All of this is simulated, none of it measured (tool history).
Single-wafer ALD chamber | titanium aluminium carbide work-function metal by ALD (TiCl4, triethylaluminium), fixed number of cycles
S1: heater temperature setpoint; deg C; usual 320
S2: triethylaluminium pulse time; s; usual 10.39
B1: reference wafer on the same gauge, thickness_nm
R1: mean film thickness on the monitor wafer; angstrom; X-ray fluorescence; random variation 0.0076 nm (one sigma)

run	hour	S1	S2	B1	R1
1	0	309	7.84	2.129	17.54
2	30.2	320	10.39	2.129	19.79
3	60	320	10.39	2.13	19.93
4	85.8	320	10.39	2.131	19.84
5	103.7	320	10.39	2.132	19.81
6	119.8	320	10.39	2.13	19.83
7	152.8	320	10.39	2.13	19.83
8	181.2	320	10.39	2.129	19.73
9	197.3	320	10.39	2.132	19.84
10	211.5	320	10.39	2.13	19.74
# hour 235.3: thermocouple changed; heater temperature recalibrated
11	235.8	320	10.39	2.13	19.91
12	260.9	320	10.39	2.131	19.77
13	293.9	320	12.7	2.129	20.64
14	308.2	320	12.7	2.129	20.5
15	343.1	320	12.9	2.13	20.7
16	369.3	328	6.33	2.132	17.04
17	383.4	306	14.36	2.129	19.81
18	399.5	320	10.39	2.131	19.83
19	432.6	327	8.98	2.13	19.56
# hour 454.3: gauge calibrated
# hour 461.2: triethylaluminium bottle replaced
20	461.7	306	10.39	2.13	19.61
21	487.9	327	8.98	2.13	20.87
22	515.5	320	10.39	2.13	20.92
23	541.8	329	13.43	2.13	22.29
# hour 554.8: showerhead replaced
24	574.6	314	14.54	2.132	20.81
25	600.8	326	9.3	2.131	21
26	625.2	320	10.39	2.129	20.56
27	649.4	320	13.23	2.131	21.35
28	673.4	320	10.39	2.131	20.63
29	686.7	320	10.39	2.13	20.61
30	721.7	325	8.31	2.128	20.13
31	742.3	330	7.6	2.131	19.88
32	775.4	320	10.39	2.13	20.41

Forecast each of these 5 alternatives for the next run:
A	775.8	320	10.39	?	?
B	775.8	320	6.27	?	?
C	775.8	334	6.8	?	?
D	775.8	320	12.68	?	?
E	775.8	320	13.1	?	?

run	B1	R1
A	2.132	20.53
B	2.132	17.78
C	2.132	19.44
D	2.132	21.08
E	2.132	21.14
Without the tool's hidden state the same runs would have given:
run	R1
A	21.02
B	18.9
C	20.52
D	21.36
E	21.4
